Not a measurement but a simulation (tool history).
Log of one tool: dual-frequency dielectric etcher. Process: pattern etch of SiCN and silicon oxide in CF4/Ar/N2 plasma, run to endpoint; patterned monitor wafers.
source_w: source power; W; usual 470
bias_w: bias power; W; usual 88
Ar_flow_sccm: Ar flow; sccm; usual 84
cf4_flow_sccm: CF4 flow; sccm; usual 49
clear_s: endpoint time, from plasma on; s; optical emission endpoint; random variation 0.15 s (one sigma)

| run | hour | source_w | bias_w | Ar_flow_sccm | cf4_flow_sccm | wafers since the last listed run | hours since the last wet clean | hours since the last source power generator calibration | hours since the last bias power generator calibration | hours since the last Ar flow controller change | hours since the last CF4 flow controller change | hours since the last upper electrode change | incoming incoming film thickness, nm | clear_s |
|---|---|---|---|---|---|---|---|---|---|---|---|---|---|---|
| 1 | 0 | 510 | 88 | 84 | 49 | 0 | 350.2 | 1486.2 | 1996.9 | 2103.3 | 1792.4 | 2538.9 | 17 | 18.1 |
|  | 24.7 | wet clean of the chamber |
| 2 | 53.5 | 470 | 88 | 84 | 49 | 254 | 28.8 | 1539.7 | 2050.4 | 2156.8 | 1845.9 | 2592.4 | 16.98 | 19.9 |
|  | 83.7 | source power generator calibrated |
| 3 | 107.6 | 470 | 88 | 84 | 40 | 432 | 82.9 | 23.9 | 2104.5 | 2210.9 | 1900 | 2646.5 | 16.96 | 19.9 |
| 4 | 148.5 | 470 | 88 | 84 | 40 | 353 | 123.8 | 64.8 | 2145.4 | 2251.8 | 1940.9 | 2687.4 | 16.95 | 19.9 |
|  | 217.7 | CF4 flow controller replaced |
| 5 | 246.7 | 470 | 80 | 84 | 49 | 796 | 222 | 163 | 2243.6 | 2350 | 29 | 2785.6 | 17.04 | 20 |
| 6 | 287.9 | 470 | 88 | 68 | 49 | 355 | 263.2 | 204.2 | 2284.8 | 2391.2 | 70.2 | 2826.8 | 17.07 | 19.1 |
| 7 | 312.1 | 470 | 88 | 90 | 49 | 209 | 287.4 | 228.4 | 2309 | 2415.4 | 94.4 | 2851 | 16.91 | 19.4 |
|  | 413.9 | wet clean of the chamber |
| 8 | 431.5 | 470 | 88 | 90 | 49 | 824 | 17.6 | 347.8 | 2428.4 | 2534.8 | 213.8 | 2970.4 | 16.99 | 20.2 |
|  | 451.6 | Ar flow controller replaced |
| 9 | 491.1 | 430 | 98 | 69 | 49 | 463 | 77.2 | 407.4 | 2488 | 39.5 | 273.4 | 3030 | 17.08 | 20 |
|  | 566 | upper electrode replaced |
| 10 | 566.5 | 400 | 88 | 96 | 42 | 444 | 152.6 | 482.8 | 2563.4 | 114.9 | 348.8 | 0.5 | 17.19 | 22.7 |
|  | 594.2 | bias power generator calibrated |
| 11 | 614.9 | 560 | 67 | 76 | 38 | 383 | 201 | 531.2 | 20.7 | 163.3 | 397.2 | 48.9 | 16.89 | 19.5 |
| 12 | 659.7 | 470 | 88 | 65 | 39 | 387 | 245.8 | 576 | 65.5 | 208.1 | 442 | 93.7 | 17.15 | 19.3 |
| 13 | 713.7 | 470 | 88 | 70 | 42 | 466 | 299.8 | 630 | 119.5 | 262.1 | 496 | 147.7 | 16.85 | 19 |
| 14 | 769.5 | 530 | 72 | 84 | 44 | 482 | 355.6 | 685.8 | 175.3 | 317.9 | 551.8 | 203.5 | 17.03 | 19.1 |
|  | 825.3 | wet clean of the chamber |
| 15 | 825.8 | 470 | 96 | 84 | 53 | 279 | 0.5 | 742.1 | 231.6 | 374.2 | 608.1 | 259.8 | 16.99 | 19.3 |
| 16 | 861.1 | 470 | 88 | 84 | 49 | 305 | 35.8 | 777.4 | 266.9 | 409.5 | 643.4 | 295.1 | 17.08 | 19.9 |
| 17 | 911.6 | 470 | 88 | 84 | 59 | 436 | 86.3 | 827.9 | 317.4 | 460 | 693.9 | 345.6 | 16.92 | 19.5 |
| 18 | 936.1 | 470 | 88 | 84 | 40 | 211 | 110.8 | 852.4 | 341.9 | 484.5 | 718.4 | 370.1 | 16.88 | 20.2 |
| 19 | 971.9 | 470 | 88 | 84 | 49 | 309 | 146.6 | 888.2 | 377.7 | 520.3 | 754.2 | 405.9 | 16.82 | 19.6 |
| 20 | 1042.7 | 370 | 80 | 90 | 40 | 611 | 217.4 | 959 | 448.5 | 591.1 | 825 | 476.7 | 17 | 24.2 |
| 21 | 1094.7 | 470 | 101 | 75 | 49 | 449 | 269.4 | 1011 | 500.5 | 643.1 | 877 | 528.7 | 17.16 | 18.4 |
| 22 | 1150.8 | 470 | 94 | 84 | 49 | 484 | 325.5 | 1067.1 | 556.6 | 699.2 | 933.1 | 584.8 | 16.92 | 18.8 |
| 23 | 1187.2 | 470 | 88 | 84 | 49 | 314 | 361.9 | 1103.5 | 593 | 735.6 | 969.5 | 621.2 | 16.75 | 19.1 |
| 24 | 1211.7 | 470 | 88 | 84 | 49 | 211 | 386.4 | 1128 | 617.5 | 760.1 | 994 | 645.7 | 16.96 | 19.2 |

The tool's hidden state at each run:
source power that arrives over what is set, %: 0 in every run
bias power that arrives over what is set, %: 0 in every run
Ar flow that arrives over what is set, %: 0 in every run
CF4 flow that arrives over what is set, %: 0 in every run
H1: etch rate over this chamber's usual, %
| run | H1 |
|---|---|
| 1 | 4.36 |
| 2 | 1.02 |
| 3 | 1.71 |
| 4 | 2.23 |
| 5 | 3.48 |
| 6 | 4.01 |
| 7 | 4.31 |
| 8 | 0.261 |
| 9 | 1.02 |
| 10 | 1.98 |
| 11 | 2.6 |
| 12 | 3.17 |
| 13 | 3.85 |
| 14 | 4.56 |
| 15 | -0.144 |
| 16 | 0.305 |
| 17 | 0.948 |
| 18 | 1.26 |
| 19 | 1.71 |
| 20 | 2.62 |
| 21 | 3.28 |
| 22 | 3.99 |
| 23 | 4.46 |
| 24 | 4.77 |
